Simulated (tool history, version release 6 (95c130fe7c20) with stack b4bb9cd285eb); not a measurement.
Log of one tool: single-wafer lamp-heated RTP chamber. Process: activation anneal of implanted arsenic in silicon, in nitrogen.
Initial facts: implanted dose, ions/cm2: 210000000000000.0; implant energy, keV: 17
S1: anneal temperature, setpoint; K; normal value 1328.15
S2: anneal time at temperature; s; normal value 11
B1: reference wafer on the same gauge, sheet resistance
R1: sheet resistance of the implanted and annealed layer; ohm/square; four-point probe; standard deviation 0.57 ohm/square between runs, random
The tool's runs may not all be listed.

run	hour	S1	S2	B1	R1
1	0	1315.15	11	346.47	375.23
2	29.8	1338.15	7	346.44	376.18
3	60.2	1338.15	7	346.44	375.35
4	122.3	1328.15	11	346.22	373.3
5	162.7	1328.15	11	346.2	374.13
6	188.8	1328.15	11	346.17	374.11
7	227.1	1328.15	11	346.27	373.88
8	284.8	1328.15	11	346.07	373.85
9	321.2	1328.15	11	346.04	373.59
10	388.8	1328.15	11	346	373.3
11	433.9	1328.15	11	346.05	373.67
12	493.7	1328.15	11	345.92	373.08
13	541.3	1328.15	11	345.93	373.39
14	638.7	1328.15	11	345.93	372.98
15	698.3	1336.15	11	345.74	372.53
16	769.1	1339.15	6	345.8	375.11
17	808.5	1328.15	14	345.84	372.13
18	868.5	1342.15	9	349.16	376.53
19	909.1	1328.15	8	348.84	378.22
20	965	1352.15	7	348.58	375.17
21	1031.4	1308.15	15	348.14	376.78
22	1085.5	1328.15	11	347.98	374.96
23	1117.1	1328.15	5	347.71	379.29
24	1175.4	1345.15	17	347.5	368.06
25	1224.4	1328.15	11	347.35	374.38
26	1295.1	1346.15	11	346.86	372.4
27	1325.5	1350.15	6	346.82	375.3
28	1391.9	1328.15	11	346.73	373.46
29	1455.3	1299.15	9	346.55	377.76
30	1500.2	1346.15	7	346.58	373.62
31	1571.9	1307.15	11	346.2	375.99
32	1597.4	1328.15	11	346.18	374.15
33	1648.7	1328.15	7	346.18	376.11
34	1692.3	1328.15	15	346.04	371.12
35	1881	1311.15	6	345.74	376.97
36	1943.6	1299.15	6	345.51	378.55

Put back what was entered between runs (5 entries, withheld): which listed runs does each sit between, and how does the hidden state differ from the listed run before to the listed run after?
Between runs 10 and 11: pyrometer window cleaned and pyrometer calibrated (hour 433.4)
  gauge reads high (%): -1.13 -> -1.14
  the result without the hidden state subtracted from the measured one, R1: -4.28 -> -4.33 ohm/square
Between runs 17 and 18: gauge calibrated (hour 811.9)
  gauge reads high (%): -1.21 -> -0.257
  the result without the hidden state subtracted from the measured one, R1: -4.57 -> -0.97 ohm/square
Between runs 18 and 19: pyrometer window cleaned and pyrometer calibrated (hour 880.5)
  gauge reads high (%): -0.257 -> -0.331
  the result without the hidden state subtracted from the measured one, R1: -0.97 -> -1.25 ohm/square
Between runs 19 and 20: reflector plate cleaned (hour 935)
  gauge reads high (%): -0.331 -> -0.425
  the result without the hidden state subtracted from the measured one, R1: -1.25 -> -1.6 ohm/square
Between runs 28 and 29: pyrometer window cleaned and pyrometer calibrated (hour 1445.8)
  gauge reads high (%): -0.935 -> -0.987
  the result without the hidden state subtracted from the measured one, R1: -3.53 -> -3.77 ohm/square

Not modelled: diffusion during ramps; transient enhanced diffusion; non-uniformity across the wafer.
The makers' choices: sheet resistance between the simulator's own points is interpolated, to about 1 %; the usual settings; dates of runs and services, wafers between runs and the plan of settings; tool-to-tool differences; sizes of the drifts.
